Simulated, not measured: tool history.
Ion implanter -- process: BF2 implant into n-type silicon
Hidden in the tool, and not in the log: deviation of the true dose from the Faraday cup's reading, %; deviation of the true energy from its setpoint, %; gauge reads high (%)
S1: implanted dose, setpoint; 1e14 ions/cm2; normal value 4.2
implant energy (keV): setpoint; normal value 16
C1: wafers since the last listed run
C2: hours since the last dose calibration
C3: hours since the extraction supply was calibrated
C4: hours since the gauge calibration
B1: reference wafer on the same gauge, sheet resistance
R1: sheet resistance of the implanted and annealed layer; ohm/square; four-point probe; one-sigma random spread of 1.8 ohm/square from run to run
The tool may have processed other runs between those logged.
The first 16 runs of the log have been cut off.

Run 17, hour 358.4: usual settings but S1 4.73 1e14 ions/cm2, implant energy (keV) 13; C1 348; C2 121.7; C3 6409; C4 726.7; B1 311.89. Result: R1 307.4 ohm/square.
Run 18, hour 382.3: usual settings but S1 3.42 1e14 ions/cm2, implant energy (keV) 19; C1 236; C2 145.6; C3 6432.9; C4 750.6; B1 311.65. Result: R1 358.37 ohm/square.
Run 19, hour 409: usual settings but S1 5.42 1e14 ions/cm2, implant energy (keV) 19.5; C1 264; C2 172.3; C3 6459.6; C4 777.3; B1 311.86. Result: R1 252.12 ohm/square.
Run 20, hour 437.5: usual settings but S1 5.14 1e14 ions/cm2, implant energy (keV) 10.5; C1 281; C2 200.8; C3 6488.1; C4 805.8; B1 312.18. Result: R1 313.56 ohm/square.
At hour 446.6: extraction supply calibrated.
Run 21, hour 470.8: usual settings; C1 250; C2 234.1; C3 24.2; C4 839.1; B1 312.4. Result: R1 316.35 ohm/square.
Run 22, hour 485.7: usual settings but implant energy (keV) 21.5; C1 147; C2 249; C3 39.1; C4 854; B1 311.51. Result: R1 295.81 ohm/square.
Run 23, hour 516.5: usual settings but S1 3.47 1e14 ions/cm2, implant energy (keV) 14.5; C1 304; C2 279.8; C3 69.9; C4 884.8; B1 311.96. Result: R1 366.51 ohm/square.
Run 24, hour 536.6: usual settings but S1 4.68 1e14 ions/cm2, implant energy (keV) 10.5; C1 198; C2 299.9; C3 90; C4 904.9; B1 311.76. Result: R1 328.68 ohm/square.
Run 25, hour 567.4: usual settings; C1 304; C2 330.7; C3 120.8; C4 935.7; B1 311.54. Result: R1 313.74 ohm/square.
At hour 577.8: gauge calibrated.
Run 26, hour 595.3: usual settings; C1 275; C2 358.6; C3 148.7; C4 17.5; B1 312.12. Result: R1 314.01 ohm/square.
Run 27, hour 615.9: usual settings but implant energy (keV) 10.5; C1 203; C2 379.2; C3 169.3; C4 38.1; B1 311.7. Result: R1 351.52 ohm/square.
Run 28, hour 648.3: usual settings but S1 2.94 1e14 ions/cm2, implant energy (keV) 10.5; C1 320; C2 411.6; C3 201.7; C4 70.5; B1 312.04. Result: R1 439.37 ohm/square.
Run 29, hour 681.9: usual settings but S1 4.87 1e14 ions/cm2, implant energy (keV) 17.5; C1 332; C2 445.2; C3 235.3; C4 104.1; B1 311.65. Result: R1 279.07 ohm/square.
Run 30, hour 714.9: usual settings; C1 326; C2 478.2; C3 268.3; C4 137.1; B1 311.99. Result: R1 309.03 ohm/square.
Run 31, hour 735.1: usual settings but S1 3.09 1e14 ions/cm2, implant energy (keV) 18; C1 199; C2 498.4; C3 288.5; C4 157.3; B1 311.85. Result: R1 384.78 ohm/square.
Run 32, hour 751.1: usual settings; C1 158; C2 514.4; C3 304.5; C4 173.3; B1 311.91. Result: R1 311.82 ohm/square.
Run 33, hour 782.8: usual settings; C1 313; C2 546.1; C3 336.2; C4 205; B1 312.15. Result: R1 311.42 ohm/square.
Run 34, hour 817.3: usual settings but S1 3.73 1e14 ions/cm2; C1 341; C2 580.6; C3 370.7; C4 239.5; B1 311.63. Result: R1 336.28 ohm/square.
Run 35, hour 851.1: usual settings but S1 4.63 1e14 ions/cm2, implant energy (keV) 10.5; C1 334; C2 614.4; C3 404.5; C4 273.3; B1 312.05. Result: R1 328.4 ohm/square.
Run 36, hour 866.8: usual settings; C1 155; C2 630.1; C3 420.2; C4 289; B1 311.93. Result: R1 311.72 ohm/square.

Alternative continuations, all from the tool just after run 36; predict every row:
Run A, hour 867.2: usual settings; C1 3; C2 630.5; C3 420.6; C4 289.4; B1 ?. Result: R1 ?.
Run B, hour 867.2: usual settings but implant energy (keV) 20; C1 3; C2 630.5; C3 420.6; C4 289.4; B1 ?. Result: R1 ?.
Run C, hour 867.2: usual settings but S1 3.4 1e14 ions/cm2, implant energy (keV) 13.5; C1 3; C2 630.5; C3 420.6; C4 289.4; B1 ?. Result: R1 ?.
Run D, hour 867.2: usual settings but implant energy (keV) 12; C1 3; C2 630.5; C3 420.6; C4 289.4; B1 ?. Result: R1 ?.
Run E, hour 867.2: usual settings but S1 4.74 1e14 ions/cm2, implant energy (keV) 21; C1 3; C2 630.5; C3 420.6; C4 289.4; B1 ?. Result: R1 ?.

run      B1      R1
  A  311.96  310.92
  B  311.96  297.03
  C  311.96  374.15
  D  311.96   334.5
  E  311.96     269
Had the tool no hidden state, the same runs would have come out as:
run      R1
  A  321.85
  B  308.42
  C  387.85
  D  344.71
  E  278.88
